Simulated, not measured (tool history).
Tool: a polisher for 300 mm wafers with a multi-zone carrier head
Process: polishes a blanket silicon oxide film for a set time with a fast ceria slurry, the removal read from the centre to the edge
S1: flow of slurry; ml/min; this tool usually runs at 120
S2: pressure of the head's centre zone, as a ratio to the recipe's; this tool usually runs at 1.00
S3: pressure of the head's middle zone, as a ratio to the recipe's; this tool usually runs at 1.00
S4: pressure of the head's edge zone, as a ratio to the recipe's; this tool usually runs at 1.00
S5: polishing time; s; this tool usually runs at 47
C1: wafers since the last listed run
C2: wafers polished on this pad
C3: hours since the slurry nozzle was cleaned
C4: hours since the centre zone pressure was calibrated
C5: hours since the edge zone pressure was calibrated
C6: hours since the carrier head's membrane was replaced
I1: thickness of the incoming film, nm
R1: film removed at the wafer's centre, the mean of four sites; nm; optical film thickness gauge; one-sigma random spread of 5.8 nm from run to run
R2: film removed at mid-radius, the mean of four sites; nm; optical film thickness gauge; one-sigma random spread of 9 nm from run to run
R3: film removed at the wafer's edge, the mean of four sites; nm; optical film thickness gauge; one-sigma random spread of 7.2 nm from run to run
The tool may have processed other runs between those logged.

{"run": 1, "day": 0.0, "S1": 120, "S2": 1.0, "S3": 1.0, "S4": 1.0, "S5": 47, "C1": 0, "C2": 1033, "C3": 507.0, "C4": 990.0, "C5": 347.9, "C6": 98.3, "I1": 2664.6, "R1": 753.2, "R2": 760.8, "R3": 772.1}
{"run": 2, "day": 0.521, "S1": 120, "S2": 1.0, "S3": 1.0, "S4": 1.0, "S5": 47, "C1": 115, "C2": 1149, "C3": 519.5, "C4": 1002.5, "C5": 360.4, "C6": 110.8, "I1": 2711.1, "R1": 755.3, "R2": 763.5, "R3": 761.8}
{"run": 3, "day": 1.925, "S1": 120, "S2": 1.0, "S3": 1.0, "S4": 1.0, "S5": 47, "C1": 312, "C2": 1462, "C3": 553.2, "C4": 1036.2, "C5": 394.1, "C6": 144.5, "I1": 2735.6, "R1": 749.1, "R2": 745.0, "R3": 758.2}
{"run": 4, "day": 3.296, "S1": 120, "S2": 0.92, "S3": 1.0, "S4": 1.04, "S5": 51, "C1": 305, "C2": 1767, "C3": 586.1, "C4": 1069.1, "C5": 427.0, "C6": 177.4, "I1": 2749.2, "R1": 756.4, "R2": 819.7, "R3": 813.5}
{"day": 4.638, "done": "worn pad replaced by a new one"}
{"run": 5, "day": 4.658, "S1": 120, "S2": 1.1, "S3": 1.0, "S4": 1.0, "S5": 47, "C1": 266, "C2": 4, "C3": 618.8, "C4": 1101.8, "C5": 459.7, "C6": 210.1, "I1": 2658.2, "R1": 844.8, "R2": 784.3, "R3": 807.9}
{"run": 6, "day": 5.825, "S1": 120, "S2": 0.95, "S3": 1.0, "S4": 1.0, "S5": 37, "C1": 259, "C2": 264, "C3": 646.8, "C4": 1129.8, "C5": 487.7, "C6": 238.1, "I1": 2679.9, "R1": 585.4, "R2": 615.2, "R3": 622.6}
{"run": 7, "day": 6.354, "S1": 90, "S2": 1.08, "S3": 1.0, "S4": 0.9, "S5": 58, "C1": 117, "C2": 381, "C3": 659.5, "C4": 1142.5, "C5": 500.4, "C6": 250.8, "I1": 2710.2, "R1": 933.2, "R2": 906.0, "R3": 868.8}
{"day": 7.375, "done": "centre zone pressure recalibrated"}
{"day": 7.4, "done": "edge zone pressure recalibrated"}
{"run": 8, "day": 7.658, "S1": 120, "S2": 1.04, "S3": 0.95, "S4": 1.0, "S5": 47, "C1": 266, "C2": 648, "C3": 690.8, "C4": 6.8, "C5": 6.2, "C6": 282.1, "I1": 2762.8, "R1": 782.1, "R2": 752.2, "R3": 765.3}
{"run": 9, "day": 8.696, "S1": 120, "S2": 1.0, "S3": 1.0, "S4": 1.0, "S5": 34, "C1": 230, "C2": 879, "C3": 715.7, "C4": 31.7, "C5": 31.1, "C6": 307.0, "I1": 2654.3, "R1": 547.6, "R2": 545.3, "R3": 557.8}
{"day": 9.967, "done": "slurry nozzle cleaned"}
{"run": 10, "day": 12.154, "S1": 120, "S2": 1.0, "S3": 1.0, "S4": 1.0, "S5": 47, "C1": 760, "C2": 1639, "C3": 52.5, "C4": 114.7, "C5": 114.1, "C6": 390.0, "I1": 2730.1, "R1": 761.2, "R2": 773.6, "R3": 768.0}
{"run": 11, "day": 12.692, "S1": 155, "S2": 0.92, "S3": 1.1, "S4": 0.91, "S5": 47, "C1": 119, "C2": 1758, "C3": 65.4, "C4": 127.6, "C5": 127.0, "C6": 402.9, "I1": 2665.9, "R1": 756.2, "R2": 852.8, "R3": 767.1}
{"day": 13.442, "done": "worn pad replaced by a new one"}
{"run": 12, "day": 13.933, "S1": 120, "S2": 1.05, "S3": 1.0, "S4": 1.0, "S5": 47, "C1": 239, "C2": 109, "C3": 95.2, "C4": 157.4, "C5": 156.8, "C6": 432.7, "I1": 2766.1, "R1": 841.3, "R2": 809.0, "R3": 799.6}
{"run": 13, "day": 15.262, "S1": 120, "S2": 1.0, "S3": 1.0, "S4": 1.0, "S5": 47, "C1": 295, "C2": 405, "C3": 127.1, "C4": 189.3, "C5": 188.7, "C6": 464.6, "I1": 2703.9, "R1": 801.4, "R2": 804.4, "R3": 788.6}
{"run": 14, "day": 16.446, "S1": 120, "S2": 1.0, "S3": 1.0, "S4": 1.0, "S5": 47, "C1": 263, "C2": 668, "C3": 155.5, "C4": 217.7, "C5": 217.1, "C6": 493.0, "I1": 2693.3, "R1": 783.4, "R2": 801.0, "R3": 789.9}
{"run": 15, "day": 17.1, "S1": 150, "S2": 1.09, "S3": 1.09, "S4": 1.0, "S5": 47, "C1": 145, "C2": 814, "C3": 171.2, "C4": 233.4, "C5": 232.8, "C6": 508.7, "I1": 2715.8, "R1": 875.5, "R2": 865.6, "R3": 800.6}
{"run": 16, "day": 18.167, "S1": 140, "S2": 1.07, "S3": 1.0, "S4": 1.0, "S5": 54, "C1": 237, "C2": 1051, "C3": 196.8, "C4": 259.0, "C5": 258.4, "C6": 534.3, "I1": 2706.2, "R1": 966.9, "R2": 928.7, "R3": 928.0}
{"run": 17, "day": 18.783, "S1": 120, "S2": 0.9, "S3": 1.0, "S4": 1.0, "S5": 39, "C1": 137, "C2": 1188, "C3": 211.6, "C4": 273.8, "C5": 273.2, "C6": 549.1, "I1": 2705.0, "R1": 589.0, "R2": 641.6, "R3": 647.9}
{"run": 18, "day": 20.012, "S1": 120, "S2": 1.0, "S3": 0.91, "S4": 1.0, "S5": 47, "C1": 273, "C2": 1462, "C3": 241.1, "C4": 303.3, "C5": 302.7, "C6": 578.6, "I1": 2704.7, "R1": 757.1, "R2": 718.2, "R3": 766.1}
{"run": 19, "day": 20.65, "S1": 120, "S2": 1.0, "S3": 1.0, "S4": 1.0, "S5": 59, "C1": 141, "C2": 1604, "C3": 256.4, "C4": 318.6, "C5": 318.0, "C6": 593.9, "I1": 2736.7, "R1": 961.9, "R2": 948.9, "R3": 962.2}
{"day": 24.7, "done": "worn pad replaced by a new one"}
{"run": 20, "day": 24.721, "S1": 120, "S2": 0.94, "S3": 1.0, "S4": 0.97, "S5": 47, "C1": 868, "C2": 4, "C3": 354.1, "C4": 416.3, "C5": 415.7, "C6": 691.6, "I1": 2699.5, "R1": 745.9, "R2": 798.9, "R3": 771.0}
{"run": 21, "day": 25.654, "S1": 85, "S2": 1.0, "S3": 1.0, "S4": 0.89, "S5": 54, "C1": 207, "C2": 212, "C3": 376.5, "C4": 438.7, "C5": 438.1, "C6": 714.0, "I1": 2700.2, "R1": 817.9, "R2": 857.8, "R3": 814.7}
{"run": 22, "day": 26.512, "S1": 120, "S2": 1.0, "S3": 1.12, "S4": 1.0, "S5": 47, "C1": 190, "C2": 403, "C3": 397.1, "C4": 459.3, "C5": 458.7, "C6": 734.6, "I1": 2697.2, "R1": 777.4, "R2": 841.1, "R3": 783.2}

Each row is a separate what-if for the run after 22, all from the same tool condition, not one after another. Results?
{"run": "A", "day": 26.529, "S1": 95, "S2": 1.0, "S3": 1.0, "S4": 1.0, "S5": 47, "C1": 3, "C2": 407, "C3": 397.5, "C4": 459.7, "C5": 459.1, "C6": 735.0, "I1": 2660.5, "R1": "?", "R2": "?", "R3": "?"}
{"run": "B", "day": 26.529, "S1": 120, "S2": 0.94, "S3": 0.96, "S4": 1.0, "S5": 47, "C1": 3, "C2": 407, "C3": 397.5, "C4": 459.7, "C5": 459.1, "C6": 735.0, "I1": 2660.5, "R1": "?", "R2": "?", "R3": "?"}
{"run": "C", "day": 26.529, "S1": 105, "S2": 1.0, "S3": 1.0, "S4": 1.0, "S5": 35, "C1": 3, "C2": 407, "C3": 397.5, "C4": 459.7, "C5": 459.1, "C6": 735.0, "I1": 2660.5, "R1": "?", "R2": "?", "R3": "?"}
{"run": "D", "day": 26.529, "S1": 120, "S2": 1.1, "S3": 1.06, "S4": 1.12, "S5": 53, "C1": 3, "C2": 407, "C3": 397.5, "C4": 459.7, "C5": 459.1, "C6": 735.0, "I1": 2660.5, "R1": "?", "R2": "?", "R3": "?"}

run=A R1=734.3 R2=731.2 R3=753.1
run=B R1=743.8 R2=752.5 R3=780.4
run=C R1=561.8 R2=557.3 R3=569.5
run=D R1=948.8 R2=899.8 R3=930.1
Take away the tool's hidden state, keep each run's random variation, and the runs would have read:
run=A R1=780.6 R2=772.4 R3=784.9
run=B R1=784.6 R2=790.0 R3=810.7
run=C R1=595.2 R2=587.1 R3=592.8
run=D R1=1000.9 R2=944.6 R3=966.1

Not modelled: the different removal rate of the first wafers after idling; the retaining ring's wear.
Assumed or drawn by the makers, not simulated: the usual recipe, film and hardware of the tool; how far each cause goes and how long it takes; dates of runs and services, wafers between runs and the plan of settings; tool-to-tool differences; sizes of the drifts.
